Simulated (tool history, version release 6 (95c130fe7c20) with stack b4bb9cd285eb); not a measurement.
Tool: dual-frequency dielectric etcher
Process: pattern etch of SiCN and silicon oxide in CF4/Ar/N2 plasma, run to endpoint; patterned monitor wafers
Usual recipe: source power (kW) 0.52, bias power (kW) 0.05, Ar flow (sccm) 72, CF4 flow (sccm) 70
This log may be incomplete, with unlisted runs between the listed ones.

run,hour,source power (kW),bias power (kW),Ar flow (sccm),CF4 flow (sccm),"incoming incoming film thickness, nm",endpoint time (s)
1,0,0.52,0.05,72,70,12.77,12.6
2,46.3,0.52,0.05,72,70,12.75,12.7
3,100,0.52,0.05,83,84,12.93,12.9
4,149.7,0.45,0.038,72,70,12.9,15.7
5,213.7,0.42,0.05,85,80,12.72,15.7
# hour 291.5: wet clean of the chamber
6,292,0.64,0.05,72,65,12.84,10.5
7,346.3,0.52,0.05,65,85,12.79,11.9
8,393.6,0.52,0.05,72,70,12.85,12.6
9,452.9,0.52,0.061,72,70,12.76,11.9
10,515.2,0.52,0.05,64,70,12.81,12.4
11,585.5,0.52,0.05,56,82,12.76,11.7
12,635.2,0.52,0.05,72,70,12.83,12.3
# hour 655.4: source power generator calibrated
13,671.8,0.44,0.061,72,60,12.71,15.2
14,739.3,0.47,0.04,57,54,12.9,15.2
# hour 775.3: wet clean of the chamber
15,791.5,0.52,0.039,64,80,12.78,13.4
# hour 858.1: bias power generator calibrated
16,983.2,0.6,0.05,56,70,12.78,10.8
17,1014.5,0.65,0.05,72,70,12.84,10.5
18,1083.5,0.62,0.046,55,87,12.85,10.3
19,1147.3,0.52,0.05,67,70,12.83,13
20,1213.6,0.52,0.05,72,70,12.93,13.1
21,1246.8,0.61,0.05,72,70,12.81,11
22,1286.3,0.41,0.05,72,70,12.85,16.6
23,1318.5,0.41,0.05,58,53,12.8,16.4
# hour 1359: wet clean of the chamber
24,1375.8,0.52,0.057,81,81,12.75,12.5

Branching from run 24: 4 alternative next runs. What would each branch give?
A,1376.2,0.52,0.05,63,70,12.81,?
B,1376.2,0.44,0.05,72,60,12.81,?
C,1376.2,0.42,0.054,80,54,12.81,?
D,1376.2,0.59,0.05,72,83,12.81,?

run,endpoint time (s)
A,12.8
B,16
C,17.1
D,11.3
What these runs would have given with no unlogged condition in the tool:
run,endpoint time (s)
A,13
B,16.2
C,17.3
D,11.4
